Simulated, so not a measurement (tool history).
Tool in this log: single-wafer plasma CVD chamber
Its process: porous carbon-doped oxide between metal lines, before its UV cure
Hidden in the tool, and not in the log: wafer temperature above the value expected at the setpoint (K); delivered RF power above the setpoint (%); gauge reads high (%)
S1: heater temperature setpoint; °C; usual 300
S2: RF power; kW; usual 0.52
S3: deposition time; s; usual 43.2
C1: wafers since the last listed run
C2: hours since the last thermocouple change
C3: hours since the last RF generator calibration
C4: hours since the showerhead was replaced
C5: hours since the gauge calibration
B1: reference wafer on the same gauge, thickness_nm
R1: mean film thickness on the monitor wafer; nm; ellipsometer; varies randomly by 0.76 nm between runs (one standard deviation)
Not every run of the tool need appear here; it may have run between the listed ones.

run,hour,S1,S2,S3,C1,C2,C3,C4,C5,B1,R1
1,0,300,0.52,43.2,0,1234.2,1897.5,6148.7,1142.6,192.965,241.336
2,37.9,300,0.52,43.2,630,1272.1,1935.4,6186.6,1180.5,192.899,243.173
3,89.6,300,0.52,43.2,860,1323.8,1987.1,6238.3,1232.2,193.117,242.602
4,113.7,289,0.455,43.2,401,1347.9,2011.2,6262.4,1256.3,192.796,235.53
5,145.1,300,0.52,43.2,522,1379.3,2042.6,6293.8,1287.7,192.988,241.934
6,202.5,300,0.52,43.2,955,1436.7,2100,6351.2,1345.1,193.071,242.652
7,260.9,300,0.52,43.2,971,1495.1,2158.4,6409.6,1403.5,193.028,242.158
# hour 446.9: showerhead replaced
# hour 447: RF generator calibrated
8,461.9,300,0.45,43.2,3209,1696.1,14.9,15,1604.5,192.819,215.556
9,529,295,0.455,43.2,1116,1763.2,82,82.1,1671.6,193.148,227.25
10,588.4,295,0.455,43.2,988,1822.6,141.4,141.5,1731,192.933,226.435
11,653.3,295,0.455,43.2,1080,1887.5,206.3,206.4,1795.9,193.158,228.257
12,701,300,0.52,43.2,793,1935.2,254,254.1,1843.6,192.897,243.001
13,751.8,290,0.52,37.4,845,1986,304.8,304.9,1894.4,193.065,226.639
# hour 773.3: thermocouple changed; heater temperature recalibrated
14,803,295,0.52,48.5,718,29.7,356,356.1,1945.6,193.065,276.274
15,831.4,300,0.52,43.2,472,58.1,384.4,384.5,1974,193.024,240.315
# hour 849.4: gauge calibrated
16,881.6,300,0.52,43.2,835,108.3,434.6,434.7,32.2,193.002,239.814
17,1020,307,0.545,40.6,2303,246.7,573,573.1,170.6,192.89,224.8
18,1067,310,0.52,48,782,293.7,620,620.1,217.6,192.959,249.508
19,1129.9,300,0.52,43.2,1046,356.6,682.9,683,280.5,193.116,240.565
20,1155.7,294,0.52,47,429,382.4,708.7,708.8,306.3,192.923,272.449
21,1186,300,0.52,43.2,504,412.7,739,739.1,336.6,193.062,240.459
22,1247.9,310,0.48,48,1030,474.6,800.9,801,398.5,192.969,235.705
23,1313.5,294,0.52,47,1091,540.2,866.5,866.6,464.1,192.848,272.801
24,1383.4,300,0.43,43.2,1163,610.1,936.4,936.5,534,192.907,207.961
25,1409.9,300,0.575,48.7,441,636.6,962.9,963,560.5,192.932,291.782
26,1440.3,314,0.52,43.2,505,667,993.3,993.4,590.9,193.056,220.606
27,1508.8,296,0.52,37.7,1139,735.5,1061.8,1061.9,659.4,192.962,216.721
28,1561.7,300,0.52,43.2,880,788.4,1114.7,1114.8,712.3,192.916,239.897
29,1626.5,309,0.52,43.2,1078,853.2,1179.5,1179.6,777.1,192.91,227.194
30,1693.5,296,0.555,51.3,1114,920.2,1246.5,1246.6,844.1,193.166,306.279
31,1744.4,294,0.52,47,847,971.1,1297.4,1297.5,895,193.131,272.404
32,1783.3,307,0.585,43.2,647,1010,1336.3,1336.4,933.9,193.098,251.813
33,1839.5,300,0.52,43.2,935,1066.2,1392.5,1392.6,990.1,193.1,241.793
34,1889.3,300,0.52,43.2,828,1116,1442.3,1442.4,1039.9,192.909,241.838
35,1922.3,305,0.52,50.7,549,1149,1475.3,1475.4,1072.9,193.001,274.274

Alternative continuations, all from the tool just after run 35; predict every row:
A,1922.7,300,0.52,43.2,6,1149.4,1475.7,1475.8,1073.3,?,?
B,1922.7,304,0.52,47.9,6,1149.4,1475.7,1475.8,1073.3,?,?
C,1922.7,311,0.46,48,6,1149.4,1475.7,1475.8,1073.3,?,?

run,B1,R1
A,192.851,242.174
B,192.851,261.07
C,192.851,228.279
What these runs would have given with no unlogged condition in the tool:
run,R1
A,239.746
B,258.552
C,226.194
